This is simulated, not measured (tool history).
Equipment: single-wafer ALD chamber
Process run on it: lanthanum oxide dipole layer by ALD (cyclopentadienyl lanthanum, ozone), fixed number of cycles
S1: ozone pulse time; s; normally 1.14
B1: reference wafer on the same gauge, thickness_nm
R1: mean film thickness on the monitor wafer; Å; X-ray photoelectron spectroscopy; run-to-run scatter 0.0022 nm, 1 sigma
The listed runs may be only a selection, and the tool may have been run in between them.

run   hour    S1     B1    R1
  1      0  1.45  0.438  5.71
  2   30.3  1.45  0.438  5.69
  3   55.4  1.45  0.437  5.67
  4   69.5  0.82  0.437   4.1
  5  104.4  0.82  0.437  4.15
  6  211.4  1.01  0.436  4.95
     223.2  -- ozone generator serviced
  7  229.4  1.01  0.436  4.95
  8  281.4  0.93  0.435  4.65
     296.9  -- showerhead replaced
  9  297.6  1.14  0.435  5.29
 10  311.4  1.14  0.435  5.27
 11  328.1  1.14  0.435  5.26
 12  344.4  1.14  0.435  5.28
     365.9  -- thermocouple changed; heater temperature recalibrated
 13  366.4  1.14  0.435  5.26
 14  373.9  1.14  0.434  5.28
 15  399.2  1.14  0.434  5.25
 16  425.5   1.5  0.434  5.72
 17  460.5   0.8  0.434  3.94
 18  488.1  1.14  0.433  5.28
 19  507.6  1.14  0.433  5.27
     531.4  -- gauge calibrated
 20  541.6  0.99  0.441  4.92
 21  554.8  0.96  0.441  4.83
 22  586.5  0.75   0.44  3.66
 23  611.7  0.87   0.44  4.42
 24  625.7  1.14  0.439  5.36
 25  645.9  1.14   0.44  5.35
 26  665.8  0.85  0.439  4.32
 27  685.2  1.14  0.439  5.34
 28    715  0.84  0.439  4.25
 29  729.3  0.69  0.439  3.12

List, for all runs, the conditions of the tool that the log does not record:
wafer temperature above the value expected at the setpoint (K): 0 on each run
ozone dose above that of a generator just serviced (%): 0 on each run
H1: gauge reads high (%)
run       H1
  1   -0.639
  2   -0.708
  3   -0.766
  4   -0.798
  5   -0.878
  6    -1.12
  7    -1.16
  8    -1.28
  9    -1.32
 10    -1.35
 11    -1.39
 12    -1.43
 13    -1.48
 14     -1.5
 15    -1.55
 16    -1.61
 17    -1.69
 18    -1.76
 19     -1.8
 20  -0.0487
 21  -0.0789
 22   -0.152
 23   -0.209
 24   -0.241
 25   -0.288
 26   -0.333
 27   -0.378
 28   -0.446
 29   -0.479

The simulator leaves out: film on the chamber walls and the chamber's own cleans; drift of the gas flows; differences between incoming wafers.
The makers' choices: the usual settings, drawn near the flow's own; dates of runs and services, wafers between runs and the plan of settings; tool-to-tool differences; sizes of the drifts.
